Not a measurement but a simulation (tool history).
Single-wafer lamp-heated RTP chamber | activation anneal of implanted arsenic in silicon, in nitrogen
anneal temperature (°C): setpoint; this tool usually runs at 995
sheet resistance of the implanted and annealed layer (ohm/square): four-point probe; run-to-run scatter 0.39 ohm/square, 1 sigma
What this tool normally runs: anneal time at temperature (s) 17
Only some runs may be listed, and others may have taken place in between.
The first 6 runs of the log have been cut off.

run,hour,anneal temperature (°C),anneal time at temperature (s),wafers since the last listed run,wafers since the last pyrometer calibration,wafers since the reflector plate was cleaned,hours since the gauge calibration,"read-back reference wafer on the same gauge, sheet resistance",sheet resistance of the implanted and annealed layer (ohm/square)
7,449.3,995,17,1301,10506,8960,2191.1,134.97,118.85
# hour 516.4: pyrometer window cleaned and pyrometer calibrated
8,520.1,995,17,1246,73,10206,2261.9,135.05,118.05
9,718.5,980,17,3937,4010,14143,2460.3,135,122.35
# hour 731.5: reflector plate cleaned
10,1000.7,995,17,5441,9451,5341,2742.5,134.99,119.73
# hour 1035.1: gauge calibrated
11,1074.5,995,17,1464,10916,6806,39.4,135.06,119.01
12,1169.7,995,17,1889,12805,8695,134.6,135.05,118.28
13,1217.3,995,17,944,13749,9639,182.2,135.02,118.96
# hour 1253.7: pyrometer window cleaned and pyrometer calibrated
14,1278,995,17,1045,483,10685,242.9,134.91,119.42
# hour 1342.2: reflector plate cleaned
15,1380,995,17,1865,2348,749,344.9,134.91,120.45
16,1446.3,995,17,1315,3664,2065,411.2,135.02,119.6
17,1522.2,995,17,1506,5170,3571,487.1,135.1,119.34
18,1622.1,1015,7,1982,7152,5553,587,135.04,122.29
19,1722.6,969,13,1994,9146,7548,687.5,135.13,128.88
20,1819.3,995,17,1918,11065,9467,784.2,134.97,119.07
# hour 1914.2: pyrometer window cleaned and pyrometer calibrated
21,1926.8,995,17,1974,249,11441,891.7,135.03,118.81
# hour 2013.9: reflector plate cleaned
22,2026.6,977,11,1821,2071,252,991.5,134.99,128.93
23,2115.7,1008,22,1768,3839,2020,1080.6,134.98,114.5
24,2199,995,17,1653,5492,3673,1163.9,135,119.79
25,2394.1,995,17,3871,9363,7545,1359,135.11,118.95
26,2455.1,995,17,1210,10574,8755,1420,135.06,118.88
27,2521.6,978,8,1319,11894,10075,1486.5,134.97,130.21
28,2571.9,969,10,998,12892,11073,1536.8,135.09,130.11
# hour 2583.9: pyrometer window cleaned and pyrometer calibrated
# hour 2662.4: reflector plate cleaned
29,2667,972,7,1569,1490,91,1631.9,135.03,134.08
30,2726,995,8,1170,2660,1261,1690.9,135.07,126.78

Run 31 comes next. What will it give?
31,2824.9,1008,7,1962,4623,3224,1789.8,?,?

{"run 31": {"read-back reference wafer on the same gauge, sheet resistance": 134.93, "sheet resistance of the implanted and annealed layer (ohm/square)": 124.12}}
With no hidden state in the tool, this same run would have given sheet resistance of the implanted and annealed layer (ohm/square) 124.69.
